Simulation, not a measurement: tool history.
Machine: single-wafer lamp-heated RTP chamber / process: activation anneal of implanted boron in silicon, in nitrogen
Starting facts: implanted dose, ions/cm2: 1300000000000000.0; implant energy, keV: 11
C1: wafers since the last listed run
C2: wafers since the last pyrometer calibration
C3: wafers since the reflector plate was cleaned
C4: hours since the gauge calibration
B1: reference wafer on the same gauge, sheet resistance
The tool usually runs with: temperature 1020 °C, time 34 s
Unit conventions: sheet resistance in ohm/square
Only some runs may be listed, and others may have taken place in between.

{"run": 1, "hour": 0.0, "temperature": 1041, "time": 22, "C1": 0, "C2": 6025, "C3": 3834, "C4": 446.2, "B1": 97.98, "sheet resistance": 101.29}
{"hour": 26.8, "done": "reflector plate cleaned"}
{"run": 2, "hour": 35.4, "temperature": 1020, "time": 34, "C1": 361, "C2": 6387, "C3": 112, "C4": 481.6, "B1": 97.92, "sheet resistance": 104.14}
{"run": 3, "hour": 116.0, "temperature": 1020, "time": 34, "C1": 1063, "C2": 7451, "C3": 1176, "C4": 562.2, "B1": 97.6, "sheet resistance": 104.53}
{"run": 4, "hour": 153.4, "temperature": 1020, "time": 34, "C1": 493, "C2": 7945, "C3": 1670, "C4": 599.6, "B1": 97.52, "sheet resistance": 104.17}
{"hour": 208.2, "done": "pyrometer window cleaned and pyrometer calibrated"}
{"run": 5, "hour": 208.7, "temperature": 1020, "time": 34, "C1": 624, "C2": 6, "C3": 2294, "C4": 654.9, "B1": 97.26, "sheet resistance": 103.43}
{"run": 6, "hour": 229.6, "temperature": 1020, "time": 34, "C1": 275, "C2": 282, "C3": 2570, "C4": 675.8, "B1": 97.36, "sheet resistance": 103.72}
{"run": 7, "hour": 260.1, "temperature": 1020, "time": 34, "C1": 402, "C2": 684, "C3": 2973, "C4": 706.3, "B1": 97.19, "sheet resistance": 104.83}
{"run": 8, "hour": 302.3, "temperature": 1020, "time": 41, "C1": 557, "C2": 1242, "C3": 3530, "C4": 748.5, "B1": 97.05, "sheet resistance": 103.68}
{"hour": 318.2, "done": "reflector plate cleaned"}
{"run": 9, "hour": 425.9, "temperature": 1020, "time": 34, "C1": 1526, "C2": 2768, "C3": 1421, "C4": 872.1, "B1": 96.65, "sheet resistance": 103.42}
{"run": 10, "hour": 490.5, "temperature": 1020, "time": 34, "C1": 852, "C2": 3620, "C3": 2274, "C4": 936.7, "B1": 96.51, "sheet resistance": 103.52}
{"run": 11, "hour": 561.0, "temperature": 1020, "time": 34, "C1": 930, "C2": 4551, "C3": 3204, "C4": 1007.2, "B1": 96.27, "sheet resistance": 103.8}
{"hour": 609.8, "done": "reflector plate cleaned"}
{"run": 12, "hour": 610.3, "temperature": 1020, "time": 30, "C1": 545, "C2": 5096, "C3": 6, "C4": 1056.5, "B1": 96.14, "sheet resistance": 103.83}
{"run": 13, "hour": 660.2, "temperature": 1012, "time": 50, "C1": 658, "C2": 5755, "C3": 665, "C4": 1106.4, "B1": 95.89, "sheet resistance": 102.71}
{"run": 14, "hour": 705.9, "temperature": 1012, "time": 50, "C1": 603, "C2": 6358, "C3": 1268, "C4": 1152.1, "B1": 95.83, "sheet resistance": 102.35}
{"run": 15, "hour": 733.6, "temperature": 1020, "time": 34, "C1": 365, "C2": 6724, "C3": 1634, "C4": 1179.8, "B1": 95.67, "sheet resistance": 102.08}
{"run": 16, "hour": 765.4, "temperature": 1045, "time": 50, "C1": 419, "C2": 7144, "C3": 2054, "C4": 1211.6, "B1": 95.54, "sheet resistance": 93.63}
{"hour": 813.7, "done": "pyrometer window cleaned and pyrometer calibrated"}
{"run": 17, "hour": 825.0, "temperature": 1020, "time": 34, "C1": 681, "C2": 149, "C3": 2735, "C4": 1271.2, "B1": 95.5, "sheet resistance": 103.38}
{"run": 18, "hour": 863.0, "temperature": 1020, "time": 34, "C1": 501, "C2": 651, "C3": 3236, "C4": 1309.2, "B1": 95.36, "sheet resistance": 102.05}

Predict the results of run 19:
{"hour": 935.1, "done": "reflector plate cleaned"}
{"run": 19, "hour": 1052.9, "temperature": 1020, "time": 18, "C1": 2401, "C2": 3052, "C3": 1554, "C4": 1499.1, "B1": "?", "sheet resistance": "?"}

B1: 94.68
sheet resistance: 104.16 ohm/square
Had the tool carried no hidden state, the very same run would have given sheet resistance 109.94 ohm/square.

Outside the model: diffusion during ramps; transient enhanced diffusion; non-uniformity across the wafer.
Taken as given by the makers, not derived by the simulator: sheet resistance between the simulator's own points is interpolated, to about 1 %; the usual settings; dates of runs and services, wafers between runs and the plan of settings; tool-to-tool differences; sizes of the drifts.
